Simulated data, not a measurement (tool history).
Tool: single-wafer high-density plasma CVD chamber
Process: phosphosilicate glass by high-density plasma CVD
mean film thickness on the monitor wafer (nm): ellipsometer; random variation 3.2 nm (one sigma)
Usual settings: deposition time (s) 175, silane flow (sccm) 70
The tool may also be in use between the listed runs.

| run | day | deposition time (s) | silane flow (sccm) | read-back reference wafer on the same gauge, thickness_nm | mean film thickness on the monitor wafer (nm) |
|---|---|---|---|---|---|
| 1 | 0 | 175 | 70 | 1370.037 | 1167.405 |
| 2 | 4.488 | 175 | 70 | 1370.281 | 1168.814 |
| 3 | 7.108 | 175 | 70 | 1369.101 | 1166.033 |
| 4 | 10.233 | 175 | 70 | 1370.955 | 1163.306 |
| 5 | 13.717 | 175 | 63 | 1369.086 | 1049.267 |
|  | 17.496 | silane flow controller replaced |
| 6 | 18.117 | 182 | 62 | 1369.24 | 1074.2 |
| 7 | 21.775 | 175 | 70 | 1370.321 | 1163.878 |
| 8 | 24.129 | 175 | 70 | 1370.114 | 1162.372 |
| 9 | 27.004 | 175 | 70 | 1370.773 | 1169.427 |
| 10 | 29.488 | 175 | 70 | 1370.982 | 1162.898 |
| 11 | 32.621 | 175 | 70 | 1369.975 | 1172.462 |
| 12 | 34.125 | 175 | 70 | 1369.653 | 1165.59 |
| 13 | 36.242 | 175 | 70 | 1369.44 | 1166.032 |
| 14 | 37.933 | 175 | 70 | 1370.402 | 1164.708 |
| 15 | 40.825 | 175 | 70 | 1369.2 | 1167.494 |
| 16 | 43.312 | 175 | 70 | 1371.172 | 1174.414 |
| 17 | 45.038 | 175 | 70 | 1369.37 | 1164.447 |
| 18 | 48.112 | 175 | 70 | 1370.334 | 1169.517 |
| 19 | 52.338 | 175 | 70 | 1369.545 | 1168.74 |
| 20 | 54.012 | 184 | 76 | 1370.892 | 1331.601 |
| 21 | 58.308 | 175 | 70 | 1369.321 | 1170.797 |
| 22 | 62.654 | 154 | 70 | 1370.216 | 1027.363 |
| 23 | 66.362 | 157 | 82 | 1370.597 | 1226.687 |
| 24 | 69.758 | 198 | 70 | 1370.168 | 1316.788 |
| 25 | 72.962 | 154 | 70 | 1369.182 | 1026.699 |
| 26 | 74.596 | 175 | 70 | 1370.224 | 1164.46 |
| 27 | 78.621 | 175 | 70 | 1369.912 | 1164.074 |
| 28 | 81.712 | 175 | 70 | 1369.689 | 1167.116 |
| 29 | 84.5 | 144 | 61 | 1370.183 | 831.211 |
| 30 | 88.7 | 175 | 70 | 1369.362 | 1160.15 |
|  | 89.692 | gauge calibrated |
| 31 | 90.558 | 200 | 70 | 1369.779 | 1333.245 |
| 32 | 94.467 | 141 | 65 | 1369.495 | 876.46 |
| 33 | 98.158 | 164 | 70 | 1370.078 | 1093.271 |
|  | 105.225 | silane flow controller replaced |
| 34 | 106.871 | 157 | 66 | 1369.352 | 985.631 |
| 35 | 108.521 | 203 | 82 | 1369.985 | 1582.207 |
| 36 | 112.471 | 146 | 83 | 1370.061 | 1155.851 |
| 37 | 115.679 | 161 | 70 | 1369.944 | 1069.596 |
| 38 | 119.096 | 175 | 70 | 1370.16 | 1162.618 |
| 39 | 121.846 | 175 | 81 | 1369.943 | 1347.53 |
| 40 | 124.458 | 189 | 77 | 1370.832 | 1384.207 |
| 41 | 128.858 | 187 | 64 | 1369.945 | 1143.759 |
| 42 | 131.346 | 204 | 64 | 1370.403 | 1243.038 |
| 43 | 134.104 | 184 | 58 | 1370.105 | 1018.182 |
| 44 | 136.3 | 175 | 70 | 1370.1 | 1162.392 |
| 45 | 140.325 | 157 | 74 | 1370.655 | 1105.255 |

Forecast each of these 3 alternatives for the next run:
| A | 140.342 | 175 | 80 | ? | ? |
| B | 140.342 | 175 | 77 | ? | ? |
| C | 140.342 | 186 | 61 | ? | ? |

| run | read-back reference wafer on the same gauge, thickness_nm | mean film thickness on the monitor wafer (nm) |
|---|---|---|
| A | 1370.346 | 1329.355 |
| B | 1370.346 | 1279.504 |
| C | 1370.346 | 1077.347 |
Without the tool's hidden state the same runs would have given:
| run | mean film thickness on the monitor wafer (nm) |
|---|---|
| A | 1329.355 |
| B | 1279.504 |
| C | 1077.347 |
